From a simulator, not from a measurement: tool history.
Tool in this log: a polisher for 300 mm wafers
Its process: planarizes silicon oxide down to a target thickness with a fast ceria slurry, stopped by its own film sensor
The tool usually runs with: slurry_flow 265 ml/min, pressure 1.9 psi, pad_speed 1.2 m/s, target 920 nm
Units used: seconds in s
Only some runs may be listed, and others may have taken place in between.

run   hour  slurry_flow  pressure  pad_speed  target  incoming thickness of the incoming film, nm  seconds
  1      0          265       1.9        1.2     920                                       1605.4     69.8
  2   11.8          265       1.9        1.2     920                                       1622.9     73.1
  3   28.1          265       1.9        1.2     920                                       1599.9     71.3
  4   38.8          265       1.9        1.2     920                                       1586.2     69.2
  5   46.1          265       1.9        1.2     920                                       1583.8     68.3
  6   52.1          265       1.9        1.2     837                                       1623.9     82.8
  7   69.1          265       1.9        1.2     837                                       1623.3     83.3
  8   83.5          265       1.9        1.2     837                                       1599.8     77.3
      97.3  -- worn pad replaced by a new one
  9  100.3          265       1.9        1.2     920                                       1617.9       73
 10  113.1          265       1.9        1.2     920                                       1582.9     70.2
 11  122.2          265       1.9        1.2     920                                       1588.5     69.6
     136.4  -- head pressure recalibrated
 12  137.3          265       1.9        1.2     920                                       1593.9     62.5
 13  152.7          265       1.9        1.2     920                                       1588.5     63.6
     159.5  -- slurry nozzle cleaned
 14  160.9          265       1.9        1.2     920                                       1606.6     63.1
 15  175.2          320       2.1        1.5    1047                                       1609.3     36.9
 16    185          175       1.9        1.2     920                                       1579.6       64
 17  192.2          230       1.3        1.2     920                                       1617.1     86.9
     208.9  -- worn pad replaced by a new one
 18  209.4          265       1.9        1.2     920                                       1605.9     64.1
 19  218.8          300       1.9       1.02    1144                                       1573.9     47.2
 20  226.7          345       2.6       0.94     686                                       1596.5     84.7
 21  244.1          265       1.9       1.52     984                                       1598.5     44.4
 22  259.3          265       1.9        1.2     920                                       1603.5     64.2
 23  266.4          325       2.3       0.98     690                                       1620.6     91.6
 24  277.6          265       1.9        1.5     693                                       1590.3     69.8
 25  293.8          265       1.9        1.2     920                                       1614.6     67.7
     302.2  -- worn pad replaced by a new one
 26  304.3          210       1.9        1.2     711                                       1583.4     87.5
 27  313.2          265       1.9       1.42     920                                       1597.7       55
 28  321.3          265       1.9        1.2    1145                                       1605.3     46.1
 29  328.2          265       1.9        1.2     920                                       1573.2     64.3
 30  343.1          345       2.4       1.04     739                                       1597.9     76.7
 31  354.8          345       1.9          1    1085                                       1599.4     58.5
 32  365.7          180       1.9        1.6     770                                       1603.6     66.9
 33  371.8          265       2.1        1.2     920                                       1594.7     60.5
 34  380.9          235       1.9        1.2     920                                       1574.8     63.7
 35  387.9          265       1.9        0.9     920                                       1590.9     88.6
 36  394.7          205       2.5       1.04     805                                       1598.5     76.6
 37  402.1          190       1.9       1.36     920                                       1613.3     64.7

Forecast each of these 4 alternatives for the next run:
  A  402.5          265       1.3        1.2     920                                       1629.8        ?
  B  402.5          230       1.3       1.34     920                                       1629.8        ?
  C  402.5          190       1.4        1.2     820                                       1629.8        ?
  D  402.5          265       1.9        1.2     743                                       1629.8        ?

run  seconds
  A       94
  B       86
  C    107.5
  D     88.6
With the hidden condition removed and each run's random variation left untouched, the same runs would have given:
run  seconds
  A     86.2
  B     78.3
  C     96.8
  D     81.3
